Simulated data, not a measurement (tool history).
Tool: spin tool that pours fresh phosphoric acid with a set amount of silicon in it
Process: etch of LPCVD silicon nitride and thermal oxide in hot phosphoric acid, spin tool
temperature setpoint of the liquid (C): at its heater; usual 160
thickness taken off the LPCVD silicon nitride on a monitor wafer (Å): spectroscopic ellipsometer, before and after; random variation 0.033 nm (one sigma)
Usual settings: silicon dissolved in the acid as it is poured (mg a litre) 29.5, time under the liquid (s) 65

run     day  temperature setpoint of the liquid (C)  silicon dissolved in the acid as it is poured (mg a litre)  time under the liquid (s)  read-back film thickness of the LPCVD silicon nitride reference wafer, read on the same gauge (nm)  thickness taken off the LPCVD silicon nitride on a monitor wafer (Å)
  1       0                                     160                                                        29.5                         95                                                                                              137.89                                                                  76.9
  2   0.775                                     160                                                        29.5                         95                                                                                              137.81                                                                  76.7
  3   1.308                                     160                                                        29.5                         95                                                                                              137.72                                                                  76.8
  4   2.138                                   157.5                                                        20.5                         65                                                                                              137.69                                                                  48.4
      3.375  -- dissolved silicon flow meter replaced
  5   3.454                                     160                                                        29.5                         85                                                                                              137.59                                                                  69.2
  6   4.717                                     160                                                        29.5                         25                                                                                              137.54                                                                  20.1
  7   5.521                                     162                                                           7                         75                                                                                              137.48                                                                  64.8
  8   6.771                                     159                                                          19                         80                                                                                              137.42                                                                  62.1
  9   7.354                                     158                                                        29.5                         95                                                                                              137.42                                                                  71.9
 10   9.542                                   162.5                                                        29.5                         30                                                                                               137.3                                                                  26.4
 11  10.125                                   158.5                                                          47                         45                                                                                              137.29                                                                  34.4
 12   11.45                                     158                                                        13.5                         45                                                                                              137.23                                                                    34
     11.908  -- gauge calibrated
 13  12.533                                   157.5                                                        49.5                         40                                                                                              140.08                                                                  30.1
 14  13.746                                     160                                                        29.5                         65                                                                                              139.62                                                                  53.5
 15  14.825                                     160                                                        29.5                         65                                                                                              139.33                                                                  53.7
 16  18.346                                     158                                                          42                         90                                                                                              138.51                                                                  68.6
 17  19.112                                     158                                                        29.5                         65                                                                                              138.46                                                                  49.3
 18   20.45                                     159                                                        29.5                         75                                                                                              138.19                                                                  58.2
 19  20.967                                     160                                                        15.5                         65                                                                                              138.11                                                                  52.3
 20  22.462                                     160                                                        29.5                         65                                                                                              137.99                                                                  52.6
 21  22.988                                     159                                                        29.5                         65                                                                                              137.86                                                                  50.6
 22  23.792                                     160                                                        29.5                         65                                                                                               137.8                                                                  52.9

4 ways to go on from here, each from the tool as it stands after run 22. What would each give?
  A  23.808                                     157                                                        29.5                         65                                                                                                   ?                                                                     ?
  B  23.808                                   162.5                                                          15                         50                                                                                                   ?                                                                     ?
  C  23.808                                     160                                                        40.5                         65                                                                                                   ?                                                                     ?
  D  23.808                                     158                                                        29.5                         55                                                                                                   ?                                                                     ?

run  read-back film thickness of the LPCVD silicon nitride reference wafer, read on the same gauge (nm)  thickness taken off the LPCVD silicon nitride on a monitor wafer (Å)
  A                                                                                              137.79                                                                  47.7
  B                                                                                              137.79                                                                  44.1
  C                                                                                              137.79                                                                  52.8
  D                                                                                              137.79                                                                  41.7
Without the tool's hidden state the same runs would have given:
run  thickness taken off the LPCVD silicon nitride on a monitor wafer (Å)
  A                                                                  48.4
  B                                                                  44.8
  C                                                                  53.6
  D                                                                  42.4

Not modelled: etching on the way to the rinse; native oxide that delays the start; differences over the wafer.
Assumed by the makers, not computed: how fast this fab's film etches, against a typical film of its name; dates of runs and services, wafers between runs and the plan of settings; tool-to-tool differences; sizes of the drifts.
